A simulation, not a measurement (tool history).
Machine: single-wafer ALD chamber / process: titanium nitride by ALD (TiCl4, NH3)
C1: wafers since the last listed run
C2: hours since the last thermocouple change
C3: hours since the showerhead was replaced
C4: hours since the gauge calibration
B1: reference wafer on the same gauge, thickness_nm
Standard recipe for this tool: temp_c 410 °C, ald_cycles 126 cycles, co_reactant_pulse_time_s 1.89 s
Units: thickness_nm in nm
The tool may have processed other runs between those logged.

run 1 hour=0.0 | temp_c=410 ald_cycles=126 co_reactant_pulse_time_s=1.89 | C1=0 C2=795.3 C3=3975.8 C4=107.7 | B1=2.483 | thickness_nm=2.803
run 2 hour=76.3 | temp_c=410 ald_cycles=126 co_reactant_pulse_time_s=2.26 | C1=162 C2=871.6 C3=4052.1 C4=184.0 | B1=2.490 | thickness_nm=2.843
run 3 hour=91.5 | temp_c=410 ald_cycles=126 co_reactant_pulse_time_s=2.26 | C1=32 C2=886.8 C3=4067.3 C4=199.2 | B1=2.488 | thickness_nm=2.829
run 4 hour=112.3 | temp_c=410 ald_cycles=126 co_reactant_pulse_time_s=2.26 | C1=44 C2=907.6 C3=4088.1 C4=220.0 | B1=2.492 | thickness_nm=2.841
run 5 hour=128.7 | temp_c=410 ald_cycles=126 co_reactant_pulse_time_s=1.89 | C1=34 C2=924.0 C3=4104.5 C4=236.4 | B1=2.490 | thickness_nm=2.825
run 6 hour=149.0 | temp_c=410 ald_cycles=126 co_reactant_pulse_time_s=1.89 | C1=43 C2=944.3 C3=4124.8 C4=256.7 | B1=2.497 | thickness_nm=2.805
-- hour=165.6 thermocouple changed; heater temperature recalibrated
-- hour=230.6 showerhead replaced
run 7 hour=231.1 | temp_c=410 ald_cycles=126 co_reactant_pulse_time_s=1.89 | C1=140 C2=65.5 C3=0.5 C4=338.8 | B1=2.509 | thickness_nm=2.835
-- hour=232.6 gauge calibrated
run 8 hour=245.9 | temp_c=410 ald_cycles=126 co_reactant_pulse_time_s=1.89 | C1=31 C2=80.3 C3=15.3 C4=13.3 | B1=2.483 | thickness_nm=2.809
run 9 hour=277.2 | temp_c=410 ald_cycles=126 co_reactant_pulse_time_s=1.89 | C1=66 C2=111.6 C3=46.6 C4=44.6 | B1=2.478 | thickness_nm=2.802
run 10 hour=308.3 | temp_c=402 ald_cycles=126 co_reactant_pulse_time_s=1.89 | C1=66 C2=142.7 C3=77.7 C4=75.7 | B1=2.481 | thickness_nm=2.788
run 11 hour=334.2 | temp_c=410 ald_cycles=126 co_reactant_pulse_time_s=1.89 | C1=55 C2=168.6 C3=103.6 C4=101.6 | B1=2.480 | thickness_nm=2.809
run 12 hour=356.3 | temp_c=419 ald_cycles=135 co_reactant_pulse_time_s=1.34 | C1=46 C2=190.7 C3=125.7 C4=123.7 | B1=2.486 | thickness_nm=2.991
run 13 hour=391.2 | temp_c=401 ald_cycles=126 co_reactant_pulse_time_s=1.62 | C1=74 C2=225.6 C3=160.6 C4=158.6 | B1=2.486 | thickness_nm=2.779
run 14 hour=410.7 | temp_c=401 ald_cycles=103 co_reactant_pulse_time_s=2.59 | C1=41 C2=245.1 C3=180.1 C4=178.1 | B1=2.486 | thickness_nm=2.309
run 15 hour=439.1 | temp_c=417 ald_cycles=116 co_reactant_pulse_time_s=1.57 | C1=60 C2=273.5 C3=208.5 C4=206.5 | B1=2.493 | thickness_nm=2.585
run 16 hour=470.3 | temp_c=397 ald_cycles=126 co_reactant_pulse_time_s=1.16 | C1=66 C2=304.7 C3=239.7 C4=237.7 | B1=2.494 | thickness_nm=2.745
run 17 hour=503.7 | temp_c=410 ald_cycles=126 co_reactant_pulse_time_s=1.89 | C1=70 C2=338.1 C3=273.1 C4=271.1 | B1=2.500 | thickness_nm=2.810
run 18 hour=531.2 | temp_c=399 ald_cycles=126 co_reactant_pulse_time_s=2.28 | C1=58 C2=365.6 C3=300.6 C4=298.6 | B1=2.500 | thickness_nm=2.821

Consider 4 possible next runs. They are alternatives, not a sequence: every one starts from the tool as it was left by run 18. What does each give?
run A hour=531.9 | temp_c=410 ald_cycles=126 co_reactant_pulse_time_s=2.14 | C1=1 C2=366.3 C3=301.3 C4=299.3 | B1=? | thickness_nm=?
run B hour=531.9 | temp_c=410 ald_cycles=133 co_reactant_pulse_time_s=2.12 | C1=1 C2=366.3 C3=301.3 C4=299.3 | B1=? | thickness_nm=?
run C hour=531.9 | temp_c=410 ald_cycles=144 co_reactant_pulse_time_s=2.53 | C1=1 C2=366.3 C3=301.3 C4=299.3 | B1=? | thickness_nm=?
run D hour=531.9 | temp_c=410 ald_cycles=112 co_reactant_pulse_time_s=1.89 | C1=1 C2=366.3 C3=301.3 C4=299.3 | B1=? | thickness_nm=?

run=A B1=2.504 thickness_nm=2.844
run=B B1=2.504 thickness_nm=3.002
run=C B1=2.504 thickness_nm=3.265
run=D B1=2.504 thickness_nm=2.520
Take away the tool's hidden state, keep each run's random variation, and the runs would have read:
run=A thickness_nm=2.820
run=B thickness_nm=2.975
run=C thickness_nm=3.237
run=D thickness_nm=2.498

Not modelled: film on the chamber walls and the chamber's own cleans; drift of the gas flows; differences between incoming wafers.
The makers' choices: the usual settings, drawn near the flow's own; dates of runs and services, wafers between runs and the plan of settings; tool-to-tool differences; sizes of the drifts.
